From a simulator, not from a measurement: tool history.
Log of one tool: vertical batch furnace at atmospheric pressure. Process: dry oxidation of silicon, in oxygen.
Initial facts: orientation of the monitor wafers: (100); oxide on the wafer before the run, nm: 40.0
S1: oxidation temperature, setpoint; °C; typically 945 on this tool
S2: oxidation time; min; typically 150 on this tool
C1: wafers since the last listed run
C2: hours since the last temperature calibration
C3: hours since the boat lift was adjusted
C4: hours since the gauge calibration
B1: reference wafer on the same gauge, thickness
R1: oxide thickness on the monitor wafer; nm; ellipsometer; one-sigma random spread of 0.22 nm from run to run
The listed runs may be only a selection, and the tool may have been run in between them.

Run 1, day 0: usual settings; C1 0; C2 2567.5; C3 792.9; C4 664.3; B1 85.83. Result: R1 80.14 nm.
Run 2, day 2.8: usual settings; C1 735; C2 2634.7; C3 860.1; C4 731.5; B1 85.79. Result: R1 80.49 nm.
Run 3, day 5.275: usual settings; C1 650; C2 2694.1; C3 919.5; C4 790.9; B1 85.75. Result: R1 80.62 nm.
Run 4, day 9.288: usual settings; C1 1054; C2 2790.4; C3 1015.8; C4 887.2; B1 85.78. Result: R1 80.8 nm.
Run 5, day 12.417: usual settings; C1 821; C2 2865.5; C3 1090.9; C4 962.3; B1 85.82. Result: R1 80.78 nm.
Run 6, day 15.779: usual settings; C1 883; C2 2946.2; C3 1171.6; C4 1043; B1 85.82. Result: R1 80.44 nm.
Run 7, day 19.533: usual settings but S1 937 °C; C1 986; C2 3036.3; C3 1261.7; C4 1133.1; B1 85.8. Result: R1 77.21 nm.
Run 8, day 22.596: usual settings but S1 937 °C; C1 804; C2 3109.8; C3 1335.2; C4 1206.6; B1 85.83. Result: R1 77.23 nm.
Run 9, day 31.058: usual settings; C1 2222; C2 3312.9; C3 1538.3; C4 1409.7; B1 85.81. Result: R1 81.19 nm.
At day 31.467: gauge calibrated.
Run 10, day 35.538: usual settings; C1 1176; C2 3420.4; C3 1645.8; C4 97.7; B1 85.81. Result: R1 80.99 nm.
Run 11, day 38.208: usual settings; C1 701; C2 3484.5; C3 1709.9; C4 161.8; B1 85.8. Result: R1 81.16 nm.
Run 12, day 40.675: usual settings but S2 184 min; C1 647; C2 3543.7; C3 1769.1; C4 221; B1 85.77. Result: R1 89.72 nm.
Run 13, day 43.088: usual settings but S2 184 min; C1 633; C2 3601.6; C3 1827; C4 278.9; B1 85.79. Result: R1 89.34 nm.
Run 14, day 46.15: usual settings; C1 804; C2 3675.1; C3 1900.5; C4 352.4; B1 85.82. Result: R1 81.45 nm.
At day 48.804: boat lift adjusted.
Run 15, day 48.825: usual settings but S1 936 °C, S2 189 min; C1 439; C2 3739.3; C3 0.5; C4 416.6; B1 85.8. Result: R1 86.21 nm.
Run 16, day 51.788: usual settings but S1 961 °C, S2 119 min; C1 778; C2 3810.4; C3 71.6; C4 487.7; B1 85.81. Result: R1 79.61 nm.
Run 17, day 55.112: usual settings but S1 938 °C, S2 86.5 min; C1 873; C2 3890.2; C3 151.4; C4 567.5; B1 85.82. Result: R1 62.9 nm.
At day 59.417: thermocouples replaced and temperature profile calibrated.
Run 18, day 59.592: usual settings but S1 952 °C, S2 128 min; C1 913; C2 4.2; C3 258.9; C4 675; B1 85.78. Result: R1 77.1 nm.
Run 19, day 63.412: usual settings but S1 961 °C, S2 93 min; C1 1003; C2 95.9; C3 350.6; C4 766.7; B1 85.79. Result: R1 70.3 nm.
Run 20, day 66.288: usual settings but S2 96 min; C1 755; C2 164.9; C3 419.6; C4 835.7; B1 85.82. Result: R1 66.03 nm.
Run 21, day 70.512: usual settings but S1 928 °C, S2 79.5 min; C1 1109; C2 266.3; C3 521; C4 937.1; B1 85.82. Result: R1 57.3 nm.
Run 22, day 72.625: usual settings but S1 932 °C, S2 77.5 min; C1 554; C2 317; C3 571.7; C4 987.8; B1 85.81. Result: R1 58 nm.
Run 23, day 76.446: usual settings; C1 1003; C2 408.7; C3 663.4; C4 1079.5; B1 85.74. Result: R1 80.09 nm.
Run 24, day 80.438: usual settings; C1 1048; C2 504.5; C3 759.2; C4 1175.3; B1 85.79. Result: R1 79.49 nm.
Run 25, day 82.246: usual settings but S1 961 °C, S2 93 min; C1 475; C2 547.9; C3 802.6; C4 1218.7; B1 85.82. Result: R1 70.73 nm.
Run 26, day 84.462: usual settings; C1 582; C2 601.1; C3 855.8; C4 1271.9; B1 85.85. Result: R1 79.8 nm.
Run 27, day 86.746: usual settings but S1 955 °C, S2 177.5 min; C1 599; C2 655.9; C3 910.6; C4 1326.7; B1 85.82. Result: R1 91.18 nm.

Below are 3 alternative next runs, each starting from the tool's condition after run 27. Predict each:
Run A, day 87.033: usual settings but S1 967 °C; C1 75; C2 662.8; C3 917.5; C4 1333.6; B1 ?. Result: R1 ?.
Run B, day 87.033: usual settings but S1 934 °C; C1 75; C2 662.8; C3 917.5; C4 1333.6; B1 ?. Result: R1 ?.
Run C, day 87.033: usual settings but S1 952 °C; C1 75; C2 662.8; C3 917.5; C4 1333.6; B1 ?. Result: R1 ?.

run     B1     R1
  A  85.81  89.95
  B  85.81  74.94
  C  85.81  83.22
With the hidden condition removed and each run's random variation left untouched, the same runs would have given:
run     R1
  A  89.85
  B  74.84
  C  83.11
